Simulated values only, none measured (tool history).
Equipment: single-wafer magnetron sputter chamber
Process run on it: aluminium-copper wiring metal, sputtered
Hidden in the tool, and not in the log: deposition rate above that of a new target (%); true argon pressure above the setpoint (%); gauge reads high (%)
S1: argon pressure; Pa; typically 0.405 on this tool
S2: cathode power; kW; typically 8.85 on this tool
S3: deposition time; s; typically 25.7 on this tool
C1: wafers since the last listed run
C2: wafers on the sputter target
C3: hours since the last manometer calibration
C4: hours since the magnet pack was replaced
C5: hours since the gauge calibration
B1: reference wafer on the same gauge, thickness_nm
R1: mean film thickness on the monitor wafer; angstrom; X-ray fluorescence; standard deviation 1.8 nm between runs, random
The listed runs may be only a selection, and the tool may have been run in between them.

Run 1, day 0: usual settings but S1 0.331 Pa, S3 23.3 s; C1 0; C2 6373; C3 1419.9; C4 7088.3; C5 24; B1 459.562. Result: R1 3683.64 angstrom.
Run 2, day 0.708: usual settings but S1 0.458 Pa, S2 7.25 kW; C1 336; C2 6710; C3 1436.9; C4 7105.3; C5 41; B1 460.107. Result: R1 3256.08 angstrom.
Run 3, day 1.467: usual settings; C1 360; C2 7071; C3 1455.1; C4 7123.5; C5 59.2; B1 459.428. Result: R1 3968.75 angstrom.
Run 4, day 2.162: usual settings; C1 330; C2 7402; C3 1471.8; C4 7140.2; C5 75.9; B1 459.8. Result: R1 3949.61 angstrom.
At day 2.775: sputter target and shields replaced.
Run 5, day 2.871: usual settings; C1 178; C2 44; C3 1488.8; C4 7157.2; C5 92.9; B1 459.416. Result: R1 3644.79 angstrom.
At day 3.921: capacitance manometer re-zeroed and calibrated.
Run 6, day 3.942: usual settings; C1 350; C2 395; C3 0.5; C4 7182.9; C5 118.6; B1 459.942. Result: R1 3670.12 angstrom.
Run 7, day 3.954: usual settings but S1 0.445 Pa, S3 23.7 s; C1 5; C2 401; C3 0.8; C4 7183.2; C5 118.9; B1 459.883. Result: R1 3299.74 angstrom.
At day 4.654: sputter target and shields replaced, repeated, since the last time left the tool worse.
At day 4.679: magnet pack replaced.
Run 8, day 4.7: usual settings; C1 183; C2 9; C3 18.7; C4 0.5; C5 136.8; B1 460.238. Result: R1 4155.74 angstrom.
Run 9, day 5.167: usual settings but S1 0.295 Pa, S2 9.6 kW, S3 28.6 s; C1 221; C2 231; C3 29.9; C4 11.7; C5 148; B1 460.136. Result: R1 5095.96 angstrom.
Run 10, day 5.454: usual settings but S1 0.295 Pa, S2 9.6 kW, S3 28.6 s; C1 136; C2 368; C3 36.8; C4 18.6; C5 154.9; B1 459.671. Result: R1 5119.67 angstrom.
Run 11, day 6.062: usual settings; C1 289; C2 657; C3 51.4; C4 33.2; C5 169.5; B1 460.605. Result: R1 4129.04 angstrom.
At day 6.425: gauge calibrated.
Run 12, day 6.604: usual settings but S3 28.1 s; C1 257; C2 915; C3 64.4; C4 46.2; C5 4.3; B1 460.103. Result: R1 4439.69 angstrom.
Run 13, day 6.954: usual settings but S2 10.6 kW; C1 166; C2 1081; C3 72.8; C4 54.6; C5 12.7; B1 460.253. Result: R1 4808.07 angstrom.
Run 14, day 7.558: usual settings but S1 0.274 Pa; C1 287; C2 1368; C3 87.3; C4 69.1; C5 27.2; B1 459.775. Result: R1 4273.04 angstrom.
Run 15, day 8.217: usual settings but S1 0.476 Pa, S2 8.1 kW, S3 20.8 s; C1 313; C2 1681; C3 103.1; C4 84.9; C5 43; B1 459.926. Result: R1 2992.38 angstrom.
Run 16, day 8.792: usual settings but S2 7.55 kW, S3 22.6 s; C1 273; C2 1955; C3 116.9; C4 98.7; C5 56.8; B1 460.034. Result: R1 3143.95 angstrom.

Alternative continuations, all from the tool just after run 16; predict every row:
Run A, day 8.808: usual settings; C1 7; C2 1963; C3 117.3; C4 99.1; C5 57.2; B1 ?. Result: R1 ?.
Run B, day 8.808: usual settings but S1 0.265 Pa, S2 10.6 kW, S3 28.1 s; C1 7; C2 1963; C3 117.3; C4 99.1; C5 57.2; B1 ?. Result: R1 ?.
Run C, day 8.808: usual settings but S2 10 kW; C1 7; C2 1963; C3 117.3; C4 99.1; C5 57.2; B1 ?. Result: R1 ?.
Run D, day 8.808: usual settings but S1 0.283 Pa, S2 7.5 kW, S3 23.6 s; C1 7; C2 1963; C3 117.3; C4 99.1; C5 57.2; B1 ?. Result: R1 ?.
Run E, day 8.808: usual settings but S1 0.478 Pa, S2 10.1 kW, S3 23.3 s; C1 7; C2 1963; C3 117.3; C4 99.1; C5 57.2; B1 ?. Result: R1 ?.

run       B1       R1
  A  459.895   4049.7
  B  459.895  5421.94
  C  459.895  4496.25
  D  459.895   3373.8
  E  459.895  4012.54
Without the tool's hidden state the same runs would have given:
run       R1
  A  4163.55
  B  5574.37
  C  4622.66
  D  3468.65
  E  4125.35
